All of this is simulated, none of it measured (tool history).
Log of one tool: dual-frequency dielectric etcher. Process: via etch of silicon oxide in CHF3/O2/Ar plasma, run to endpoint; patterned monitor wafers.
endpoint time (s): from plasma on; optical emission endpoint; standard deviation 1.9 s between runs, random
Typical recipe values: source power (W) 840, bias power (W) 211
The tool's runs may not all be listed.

run,hour,source power (W),bias power (W),wafers since the last listed run,hours since the last wet clean,hours since the last source power generator calibration,hours since the last bias power generator calibration,hours since the last upper electrode change,"incoming incoming film thickness, nm",endpoint time (s)
1,0,840,244,0,563.7,2868.5,3272.5,1079,595.7,269.9
# hour 3.7: wet clean of the chamber
2,302.8,840,211,1788,299.1,3171.3,3575.3,1381.8,598,271.6
3,405.3,840,211,612,401.6,3273.8,3677.8,1484.3,593.4,275.1
# hour 483.2: wet clean of the chamber
4,500.7,840,211,426,17.5,3369.2,3773.2,1579.7,597.3,266
5,581.9,840,211,485,98.7,3450.4,3854.4,1660.9,595.1,268.5
6,689.7,840,211,644,206.5,3558.2,3962.2,1768.7,597.2,275.4
7,791.3,840,211,607,308.1,3659.8,4063.8,1870.3,590.7,269.6
8,891.1,840,211,596,407.9,3759.6,4163.6,1970.1,601.4,282.8
9,970.6,840,211,475,487.4,3839.1,4243.1,2049.6,593.4,276.2
# hour 1018.3: wet clean of the chamber
10,1058.3,840,211,380,40,3926.8,4330.8,2137.3,594.6,265.9
# hour 1079.7: bias power generator calibrated
11,1159.6,840,211,581,141.3,4028.1,79.9,2238.6,598.5,271.4
12,1233.2,840,211,439,214.9,4101.7,153.5,2312.2,590.1,269
# hour 1324.7: upper electrode replaced
13,1331.6,840,211,444,313.3,4200.1,251.9,6.9,591.5,268.8
# hour 1339: source power generator calibrated
14,1430,740,211,564,411.7,91,350.3,105.3,599.7,292.6
# hour 1484.1: wet clean of the chamber
15,1517.1,740,211,377,33,178.1,437.4,192.4,591.8,274.8
16,1559.6,840,211,254,75.5,220.6,479.9,234.9,595,264
17,1636,900,197,456,151.9,297,556.3,311.3,590.9,270.2
18,1681.8,780,179,273,197.7,342.8,602.1,357.1,593.9,299.1
19,1743,840,254,365,258.9,404,663.3,418.3,592.3,247.3
20,1815.7,840,211,434,331.6,476.7,736,491,593,268
21,1882.4,1030,226,398,398.3,543.4,802.7,557.7,593.7,243.9
22,1937.8,840,211,331,453.7,598.8,858.1,613.1,597.9,277.2
# hour 1983.8: wet clean of the chamber
23,2015,840,211,318,31.2,676,935.3,690.3,600.7,264.7
24,2056.7,1030,181,249,72.9,717.7,977,732,597.3,266.6
25,2202.2,930,167,869,218.4,863.2,1122.5,877.5,597.6,288.2
26,2273.6,700,235,426,289.8,934.6,1193.9,948.9,597.4,277.9
27,2334.9,740,247,366,351.1,995.9,1255.2,1010.2,590.2,264.6
28,2421,710,233,514,437.2,1082,1341.3,1096.3,598.8,286.6
29,2478.9,760,211,346,495.1,1139.9,1399.2,1154.2,596.8,293.6
# hour 2503.1: wet clean of the chamber
30,2533.7,840,182,184,30.6,1194.7,1454,1209,599.6,287

What the log doesn't show, run by run:
source power that arrives over what is set, %: 0, the same for each run
bias power that arrives over what is set, %: 0, the same for each run
H1: etch rate over this chamber's usual, %
run,H1
1,-7.06
2,-3.5
3,-4.57
4,-0.416
5,-1.27
6,-2.39
7,-3.46
8,-4.5
9,-5.33
10,-0.455
11,-1.51
12,-2.28
13,-3.31
14,-4.34
15,-0.161
16,-0.605
17,-1.4
18,-1.88
19,-2.52
20,-3.28
21,-3.98
22,-4.56
23,-0.158
24,-0.594
25,-2.12
26,-2.86
27,-3.5
28,-4.4
29,-5.01
30,-0.449
